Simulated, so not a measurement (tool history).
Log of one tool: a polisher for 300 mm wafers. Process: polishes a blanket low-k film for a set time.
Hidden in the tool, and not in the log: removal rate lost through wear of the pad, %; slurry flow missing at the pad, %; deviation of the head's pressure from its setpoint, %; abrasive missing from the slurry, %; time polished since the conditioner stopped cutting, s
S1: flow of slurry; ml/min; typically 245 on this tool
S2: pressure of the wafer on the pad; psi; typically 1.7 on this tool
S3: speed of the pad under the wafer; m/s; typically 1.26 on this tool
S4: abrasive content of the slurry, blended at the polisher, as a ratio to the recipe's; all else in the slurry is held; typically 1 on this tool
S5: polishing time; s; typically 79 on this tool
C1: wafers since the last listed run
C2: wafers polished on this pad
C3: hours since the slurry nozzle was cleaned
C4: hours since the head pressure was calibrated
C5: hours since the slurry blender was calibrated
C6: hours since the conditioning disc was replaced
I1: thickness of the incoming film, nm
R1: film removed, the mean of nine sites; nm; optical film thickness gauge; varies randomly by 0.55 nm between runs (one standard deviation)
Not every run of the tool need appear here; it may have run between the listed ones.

{"run": 1, "hour": 0.0, "S1": 245, "S2": 1.7, "S3": 1.26, "S4": 1, "S5": 79, "C1": 0, "C2": 2324, "C3": 353.9, "C4": 796.4, "C5": 268.7, "C6": 58, "I1": 338.6, "R1": 38.6}
{"hour": 27.6, "done": "worn pad replaced by a new one"}
{"run": 2, "hour": 42.5, "S1": 285, "S2": 1.7, "S3": 0.92, "S4": 1, "S5": 79, "C1": 339, "C2": 131, "C3": 396.4, "C4": 838.9, "C5": 311.2, "C6": 100.5, "I1": 339.3, "R1": 31.7}
{"hour": 44.9, "done": "slurry blender recalibrated"}
{"hour": 104.6, "done": "head pressure recalibrated"}
{"run": 3, "hour": 162.3, "S1": 245, "S2": 1.7, "S3": 1.26, "S4": 1, "S5": 79, "C1": 1021, "C2": 1152, "C3": 516.2, "C4": 57.7, "C5": 117.4, "C6": 220.3, "I1": 334.3, "R1": 37.9}
{"run": 4, "hour": 207.8, "S1": 310, "S2": 1.7, "S3": 1.26, "S4": 1, "S5": 79, "C1": 401, "C2": 1554, "C3": 561.7, "C4": 103.2, "C5": 162.9, "C6": 265.8, "I1": 338.8, "R1": 38.9}
{"run": 5, "hour": 250.3, "S1": 310, "S2": 1.7, "S3": 1.26, "S4": 1, "S5": 79, "C1": 374, "C2": 1928, "C3": 604.2, "C4": 145.7, "C5": 205.4, "C6": 308.3, "I1": 339.7, "R1": 39.6}
{"run": 6, "hour": 296.4, "S1": 310, "S2": 1.7, "S3": 1.26, "S4": 1, "S5": 79, "C1": 406, "C2": 2335, "C3": 650.3, "C4": 191.8, "C5": 251.5, "C6": 354.4, "I1": 341, "R1": 39.5}
{"hour": 327.5, "done": "worn pad replaced by a new one"}
{"run": 7, "hour": 367.0, "S1": 245, "S2": 1.7, "S3": 1.38, "S4": 1, "S5": 70, "C1": 587, "C2": 348, "C3": 720.9, "C4": 262.4, "C5": 322.1, "C6": 425, "I1": 333.8, "R1": 34.8}
{"hour": 382.3, "done": "slurry blender recalibrated"}
{"hour": 415.2, "done": "conditioning disc replaced and pad reconditioned"}
{"run": 8, "hour": 437.9, "S1": 245, "S2": 1.7, "S3": 1.26, "S4": 1, "S5": 79, "C1": 590, "C2": 938, "C3": 791.8, "C4": 333.3, "C5": 55.6, "C6": 22.7, "I1": 344.5, "R1": 36.6}
{"run": 9, "hour": 462.5, "S1": 245, "S2": 1.7, "S3": 1.26, "S4": 1, "S5": 79, "C1": 216, "C2": 1155, "C3": 816.4, "C4": 357.9, "C5": 80.2, "C6": 47.3, "I1": 340.3, "R1": 36.6}
{"run": 10, "hour": 506.1, "S1": 245, "S2": 1.7, "S3": 1.26, "S4": 1, "S5": 79, "C1": 384, "C2": 1539, "C3": 860, "C4": 401.5, "C5": 123.8, "C6": 90.9, "I1": 337.7, "R1": 36.5}
{"hour": 513.7, "done": "slurry nozzle cleaned"}
{"hour": 637.7, "done": "worn pad replaced by a new one"}
{"run": 11, "hour": 638.2, "S1": 165, "S2": 1.7, "S3": 1.26, "S4": 0.85, "S5": 91, "C1": 1121, "C2": 4, "C3": 124.5, "C4": 533.6, "C5": 255.9, "C6": 223, "I1": 339.7, "R1": 39.7}
{"run": 12, "hour": 666.1, "S1": 285, "S2": 2.1, "S3": 1.66, "S4": 1, "S5": 94, "C1": 246, "C2": 250, "C3": 152.4, "C4": 561.5, "C5": 283.8, "C6": 250.9, "I1": 340.1, "R1": 69.5}
{"hour": 671.6, "done": "slurry blender recalibrated"}
{"run": 13, "hour": 706.8, "S1": 310, "S2": 2, "S3": 0.82, "S4": 1, "S5": 79, "C1": 341, "C2": 591, "C3": 193.1, "C4": 602.2, "C5": 35.2, "C6": 291.6, "I1": 335.3, "R1": 34.9}
{"run": 14, "hour": 762.9, "S1": 245, "S2": 1.7, "S3": 1.26, "S4": 1, "S5": 79, "C1": 494, "C2": 1086, "C3": 249.2, "C4": 658.3, "C5": 91.3, "C6": 347.7, "I1": 333.9, "R1": 38.3}
{"run": 15, "hour": 831.1, "S1": 185, "S2": 1.7, "S3": 1.44, "S4": 1, "S5": 101, "C1": 601, "C2": 1687, "C3": 317.4, "C4": 726.5, "C5": 159.5, "C6": 415.9, "I1": 345.3, "R1": 50.1}
{"run": 16, "hour": 867.7, "S1": 245, "S2": 1.7, "S3": 1.26, "S4": 1, "S5": 79, "C1": 322, "C2": 2010, "C3": 354, "C4": 763.1, "C5": 196.1, "C6": 452.5, "I1": 337.9, "R1": 37.2}
{"hour": 891.3, "done": "conditioning disc replaced and pad reconditioned"}
{"run": 17, "hour": 892.0, "S1": 295, "S2": 1.3, "S3": 1.58, "S4": 1, "S5": 79, "C1": 196, "C2": 2207, "C3": 378.3, "C4": 787.4, "C5": 220.4, "C6": 0.7, "I1": 343.4, "R1": 37.2}
{"run": 18, "hour": 949.9, "S1": 295, "S2": 2.1, "S3": 1.26, "S4": 0.7, "S5": 79, "C1": 510, "C2": 2717, "C3": 436.2, "C4": 845.3, "C5": 278.3, "C6": 58.6, "I1": 344.4, "R1": 39.1}
{"hour": 957.4, "done": "worn pad replaced by a new one, of another model than before"}
{"hour": 967.9, "done": "slurry blender recalibrated"}
{"run": 19, "hour": 1000.1, "S1": 245, "S2": 1.5, "S3": 1.56, "S4": 1, "S5": 79, "C1": 389, "C2": 358, "C3": 486.4, "C4": 895.5, "C5": 32.2, "C6": 108.8, "I1": 343.5, "R1": 35.5}
{"hour": 1036.0, "done": "head pressure recalibrated"}
{"run": 20, "hour": 1066.2, "S1": 195, "S2": 1.5, "S3": 1.26, "S4": 1, "S5": 79, "C1": 565, "C2": 924, "C3": 552.5, "C4": 30.2, "C5": 98.3, "C6": 174.9, "I1": 335.9, "R1": 28.6}
{"run": 21, "hour": 1092.5, "S1": 245, "S2": 1.7, "S3": 1.26, "S4": 1.1, "S5": 79, "C1": 231, "C2": 1156, "C3": 578.8, "C4": 56.5, "C5": 124.6, "C6": 201.2, "I1": 342.9, "R1": 35.5}
{"hour": 1206.3, "done": "slurry nozzle cleaned"}
{"hour": 1259.3, "done": "slurry blender recalibrated"}
{"run": 22, "hour": 1267.6, "S1": 170, "S2": 1.7, "S3": 1.26, "S4": 1, "S5": 79, "C1": 1517, "C2": 2674, "C3": 61.3, "C4": 231.6, "C5": 8.3, "C6": 376.3, "I1": 335.4, "R1": 34.4}
{"hour": 1318.0, "done": "worn pad replaced by a new one"}
{"run": 23, "hour": 1331.8, "S1": 245, "S2": 1.7, "S3": 1.26, "S4": 1, "S5": 79, "C1": 530, "C2": 121, "C3": 125.5, "C4": 295.8, "C5": 72.5, "C6": 440.5, "I1": 339.1, "R1": 38.9}
{"run": 24, "hour": 1357.1, "S1": 205, "S2": 1.7, "S3": 0.86, "S4": 1, "S5": 79, "C1": 223, "C2": 344, "C3": 150.8, "C4": 321.1, "C5": 97.8, "C6": 465.8, "I1": 341.1, "R1": 31.2}

Each row is a separate what-if for the run after 24, all from the same tool condition, not one after another. Results?
{"run": "A", "hour": 1357.6, "S1": 245, "S2": 1.7, "S3": 1.26, "S4": 1.3, "S5": 79, "C1": 4, "C2": 349, "C3": 151.3, "C4": 321.6, "C5": 98.3, "C6": 466.3, "I1": 337.9, "R1": "?"}
{"run": "B", "hour": 1357.6, "S1": 190, "S2": 2.2, "S3": 1.26, "S4": 1, "S5": 60, "C1": 4, "C2": 349, "C3": 151.3, "C4": 321.6, "C5": 98.3, "C6": 466.3, "I1": 337.9, "R1": "?"}
{"run": "C", "hour": 1357.6, "S1": 245, "S2": 1.7, "S3": 1.1, "S4": 1, "S5": 79, "C1": 4, "C2": 349, "C3": 151.3, "C4": 321.6, "C5": 98.3, "C6": 466.3, "I1": 337.9, "R1": "?"}
{"run": "D", "hour": 1357.6, "S1": 245, "S2": 1.7, "S3": 1.26, "S4": 1.25, "S5": 96, "C1": 4, "C2": 349, "C3": 151.3, "C4": 321.6, "C5": 98.3, "C6": 466.3, "I1": 337.9, "R1": "?"}
{"run": "E", "hour": 1357.6, "S1": 245, "S2": 2, "S3": 1.06, "S4": 1, "S5": 79, "C1": 4, "C2": 349, "C3": 151.3, "C4": 321.6, "C5": 98.3, "C6": 466.3, "I1": 337.9, "R1": "?"}

run=A R1=43.1
run=B R1=31.4
run=C R1=36.9
run=D R1=51.6
run=E R1=40.1
With the hidden condition removed and each run's random variation left untouched, the same runs would have given:
run=A R1=45.8
run=B R1=34.3
run=C R1=39.1
run=D R1=54.7
run=E R1=42.6
